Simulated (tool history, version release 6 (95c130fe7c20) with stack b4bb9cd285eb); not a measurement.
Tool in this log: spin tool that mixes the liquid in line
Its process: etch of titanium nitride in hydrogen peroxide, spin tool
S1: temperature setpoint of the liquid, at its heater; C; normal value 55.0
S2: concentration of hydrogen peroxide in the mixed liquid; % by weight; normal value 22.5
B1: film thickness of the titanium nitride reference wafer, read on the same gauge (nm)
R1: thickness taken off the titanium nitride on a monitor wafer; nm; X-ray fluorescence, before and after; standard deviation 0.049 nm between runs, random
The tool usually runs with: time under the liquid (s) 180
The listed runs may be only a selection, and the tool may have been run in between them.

run 1 hour=0.0 | S1=55.0 S2=22.5 time_under_the_liquid_(s)=180 | B1=59.99 | R1=9.49
run 2 hour=51.2 | S1=55.0 S2=22.5 time_under_the_liquid_(s)=180 | B1=60.04 | R1=9.55
run 3 hour=110.3 | S1=55.0 S2=22.5 time_under_the_liquid_(s)=180 | B1=59.98 | R1=9.54
run 4 hour=146.6 | S1=55.0 S2=22.5 time_under_the_liquid_(s)=180 | B1=60.06 | R1=9.45
run 5 hour=191.1 | S1=55.0 S2=22.5 time_under_the_liquid_(s)=205 | B1=60.00 | R1=10.75
run 6 hour=246.1 | S1=55.0 S2=22.5 time_under_the_liquid_(s)=205 | B1=59.98 | R1=10.88
-- hour=273.0 thermometer replaced
run 7 hour=301.2 | S1=55.0 S2=22.5 time_under_the_liquid_(s)=205 | B1=60.03 | R1=10.37
run 8 hour=365.3 | S1=55.0 S2=22.5 time_under_the_liquid_(s)=240 | B1=60.01 | R1=12.17
run 9 hour=417.4 | S1=55.0 S2=22.5 time_under_the_liquid_(s)=180 | B1=60.00 | R1=9.04
-- hour=435.5 peroxide flow meter replaced
run 10 hour=479.9 | S1=55.0 S2=22.5 time_under_the_liquid_(s)=180 | B1=59.98 | R1=9.09
-- hour=512.0 thermometer replaced, repeated, since the last time left the tool worse
-- hour=524.8 new drum of peroxide connected
run 11 hour=543.2 | S1=60.0 S2=22.5 time_under_the_liquid_(s)=180 | B1=59.98 | R1=14.08
-- hour=570.5 heated supply line repaired
-- hour=579.2 gauge calibrated
run 12 hour=614.3 | S1=55.0 S2=22.5 time_under_the_liquid_(s)=180 | B1=59.96 | R1=9.84
run 13 hour=825.5 | S1=55.0 S2=22.5 time_under_the_liquid_(s)=180 | B1=60.02 | R1=9.70
run 14 hour=879.6 | S1=58.5 S2=18.0 time_under_the_liquid_(s)=95 | B1=60.03 | R1=6.22

What does the tool deliver on the next run?
run 15 hour=917.9 | S1=55.0 S2=17.5 time_under_the_liquid_(s)=235 | B1=? | R1=?

{"run 15": {"B1": 59.97, "R1": 11.89}}
If the tool had no hidden condition, the same run with the same run-to-run variation would have returned R1 12.27 nm.
